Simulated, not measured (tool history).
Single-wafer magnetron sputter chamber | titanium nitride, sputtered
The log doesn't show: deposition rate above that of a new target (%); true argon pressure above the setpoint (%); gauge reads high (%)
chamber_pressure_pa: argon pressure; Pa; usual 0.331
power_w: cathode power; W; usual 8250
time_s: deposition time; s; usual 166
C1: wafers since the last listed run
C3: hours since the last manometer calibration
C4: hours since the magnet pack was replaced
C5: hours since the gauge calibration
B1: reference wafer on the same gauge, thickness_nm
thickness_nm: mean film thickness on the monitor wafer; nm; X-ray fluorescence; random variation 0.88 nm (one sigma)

Run 1, day 0: usual settings but chamber_pressure_pa 0.388 Pa; C1 0; wafers on the sputter target 3176; C3 2382.6; C4 10258.5; C5 1852.9; B1 353.044. Result: thickness_nm 293.436 nm.
At day 2.646: sputter target and shields replaced.
Run 2, day 2.667: usual settings but chamber_pressure_pa 0.388 Pa; C1 346; wafers on the sputter target 2; C3 2446.6; C4 10322.5; C5 1916.9; B1 353.101. Result: thickness_nm 292.848 nm.
Run 3, day 4.821: usual settings but time_s 183 s; C1 319; wafers on the sputter target 322; C3 2498.3; C4 10374.2; C5 1968.6; B1 353.036. Result: thickness_nm 329.85 nm.
Run 4, day 7.712: usual settings but time_s 183 s; C1 429; wafers on the sputter target 751; C3 2567.7; C4 10443.6; C5 2038; B1 353.293. Result: thickness_nm 328.545 nm.
At day 9.967: capacitance manometer re-zeroed and calibrated.
At day 13.342: gauge calibrated.
Run 5, day 14.733: usual settings; C1 992; wafers on the sputter target 1743; C3 114.4; C4 10612.1; C5 33.4; B1 353.095. Result: thickness_nm 299.478 nm.
Run 6, day 18.833: usual settings; C1 608; wafers on the sputter target 2352; C3 212.8; C4 10710.5; C5 131.8; B1 352.941. Result: thickness_nm 300.536 nm.
Run 7, day 20.904: usual settings; C1 307; wafers on the sputter target 2659; C3 262.5; C4 10760.2; C5 181.5; B1 352.899. Result: thickness_nm 299.894 nm.
Run 8, day 22.467: usual settings; C1 231; wafers on the sputter target 2891; C3 300; C4 10797.7; C5 219; B1 352.961. Result: thickness_nm 300.517 nm.
Run 9, day 23.504: usual settings; C1 153; wafers on the sputter target 3045; C3 324.9; C4 10822.6; C5 243.9; B1 352.764. Result: thickness_nm 300.808 nm.
At day 25.521: sputter target and shields replaced.
Run 10, day 26.246: usual settings; C1 357; wafers on the sputter target 107; C3 390.7; C4 10888.4; C5 309.7; B1 352.923. Result: thickness_nm 297.338 nm.
Run 11, day 27.992: usual settings; C1 259; wafers on the sputter target 366; C3 432.6; C4 10930.3; C5 351.6; B1 353.101. Result: thickness_nm 299.33 nm.
Run 12, day 30.758: usual settings but chamber_pressure_pa 0.41 Pa, power_w 9500 W, time_s 136 s; C1 410; wafers on the sputter target 777; C3 499; C4 10996.7; C5 418; B1 352.748. Result: thickness_nm 272.555 nm.
Run 13, day 33.258: usual settings but chamber_pressure_pa 0.391 Pa, time_s 194 s; C1 370; wafers on the sputter target 1148; C3 559; C4 11056.7; C5 478; B1 353.182. Result: thickness_nm 338.195 nm.
Run 14, day 36.112: usual settings but power_w 7100 W, time_s 179 s; C1 423; wafers on the sputter target 1571; C3 627.5; C4 11125.2; C5 546.5; B1 353.01. Result: thickness_nm 277.029 nm.
Run 15, day 37.862: usual settings but chamber_pressure_pa 0.199 Pa, time_s 145 s; C1 259; wafers on the sputter target 1831; C3 669.5; C4 11167.2; C5 588.5; B1 352.954. Result: thickness_nm 277.087 nm.
Run 16, day 39.971: usual settings; C1 312; wafers on the sputter target 2144; C3 720.1; C4 11217.8; C5 639.1; B1 353.11. Result: thickness_nm 298.924 nm.
Run 17, day 41.312: usual settings but chamber_pressure_pa 0.391 Pa, time_s 194 s; C1 199; wafers on the sputter target 2343; C3 752.3; C4 11250; C5 671.3; B1 353.079. Result: thickness_nm 342.025 nm.
Run 18, day 42.604: usual settings but chamber_pressure_pa 0.376 Pa; C1 191; wafers on the sputter target 2534; C3 783.3; C4 11281; C5 702.3; B1 353.086. Result: thickness_nm 292.075 nm.
Run 19, day 44.221: usual settings; C1 239; wafers on the sputter target 2774; C3 822.1; C4 11319.8; C5 741.1; B1 353.148. Result: thickness_nm 298.896 nm.
At day 44.692: magnet pack replaced.
Run 20, day 48.938: usual settings but chamber_pressure_pa 0.368 Pa, power_w 7100 W, time_s 175 s; C1 650; wafers on the sputter target 3425; C3 935.3; C4 101.9; C5 854.3; B1 352.979. Result: thickness_nm 265.754 nm.
At day 50.667: sputter target and shields replaced.
Run 21, day 51.179: usual settings; C1 283; wafers on the sputter target 75; C3 989.1; C4 155.7; C5 908.1; B1 352.981. Result: thickness_nm 299.639 nm.
Run 22, day 54.067: usual settings but chamber_pressure_pa 0.227 Pa, power_w 7550 W; C1 428; wafers on the sputter target 504; C3 1058.4; C4 225; C5 977.4; B1 352.925. Result: thickness_nm 286.509 nm.
Run 23, day 57.675: usual settings but chamber_pressure_pa 0.429 Pa; C1 535; wafers on the sputter target 1039; C3 1145; C4 311.6; C5 1064; B1 352.804. Result: thickness_nm 285.992 nm.
Run 24, day 59.867: usual settings but chamber_pressure_pa 0.372 Pa, power_w 9050 W; C1 325; wafers on the sputter target 1365; C3 1197.6; C4 364.2; C5 1116.6; B1 352.914. Result: thickness_nm 320.891 nm.
Run 25, day 62.5: usual settings; C1 390; wafers on the sputter target 1755; C3 1260.8; C4 427.4; C5 1179.8; B1 352.816. Result: thickness_nm 299.173 nm.
Run 26, day 65.275: usual settings; C1 411; wafers on the sputter target 2167; C3 1327.4; C4 494; C5 1246.4; B1 353.044. Result: thickness_nm 299.223 nm.
Run 27, day 68.125: usual settings but chamber_pressure_pa 0.293 Pa, power_w 9300 W, time_s 147 s; C1 422; wafers on the sputter target 2590; C3 1395.8; C4 562.4; C5 1314.8; B1 353.075. Result: thickness_nm 302.688 nm.
Run 28, day 69.525: usual settings; C1 207; wafers on the sputter target 2798; C3 1429.4; C4 596; C5 1348.4; B1 353.045. Result: thickness_nm 299.498 nm.
Run 29, day 71.354: usual settings; C1 271; wafers on the sputter target 3069; C3 1473.3; C4 639.9; C5 1392.3; B1 352.823. Result: thickness_nm 299.084 nm.
At day 73.475: sputter target and shields replaced.
Run 30, day 73.979: usual settings but power_w 10050 W, time_s 139 s; C1 340; wafers on the sputter target 74; C3 1536.3; C4 702.9; C5 1455.3; B1 352.93. Result: thickness_nm 305.83 nm.
Run 31, day 75.079: usual settings but chamber_pressure_pa 0.235 Pa, power_w 9950 W; C1 163; wafers on the sputter target 238; C3 1562.7; C4 729.3; C5 1481.7; B1 352.923. Result: thickness_nm 375.522 nm.
Run 32, day 77.138: usual settings but chamber_pressure_pa 0.23 Pa, power_w 6700 W, time_s 196 s; C1 305; wafers on the sputter target 543; C3 1612.1; C4 778.7; C5 1531.1; B1 353.026. Result: thickness_nm 300.518 nm.
Run 33, day 84.846: usual settings but chamber_pressure_pa 0.254 Pa, time_s 181 s; C1 1143; wafers on the sputter target 1687; C3 1797.1; C4 963.7; C5 1716.1; B1 352.867. Result: thickness_nm 338.075 nm.
Run 34, day 86.588: usual settings but power_w 7500 W; C1 258; wafers on the sputter target 1945; C3 1838.9; C4 1005.5; C5 1757.9; B1 353.322. Result: thickness_nm 273.303 nm.
Run 35, day 87.917: usual settings but chamber_pressure_pa 0.28 Pa, time_s 198 s; C1 197; wafers on the sputter target 2142; C3 1870.8; C4 1037.4; C5 1789.8; B1 353.24. Result: thickness_nm 365.582 nm.

How the hidden state differs across the entries between the runs, from the last listed run before each to the first after it:
Between runs 1 and 2: sputter target and shields replaced (day 2.646)
  no hidden state differs between the two runs
Between runs 4 and 5: capacitance manometer re-zeroed and calibrated (day 9.967); gauge calibrated (day 13.342)
  no hidden state differs between the two runs
Between runs 9 and 10: sputter target and shields replaced (day 25.521)
  no hidden state differs between the two runs
Between runs 19 and 20: magnet pack replaced (day 44.692)
  no hidden state differs between the two runs
Between runs 20 and 21: sputter target and shields replaced (day 50.667)
  no hidden state differs between the two runs
Between runs 29 and 30: sputter target and shields replaced (day 73.475)
  no hidden state differs between the two runs
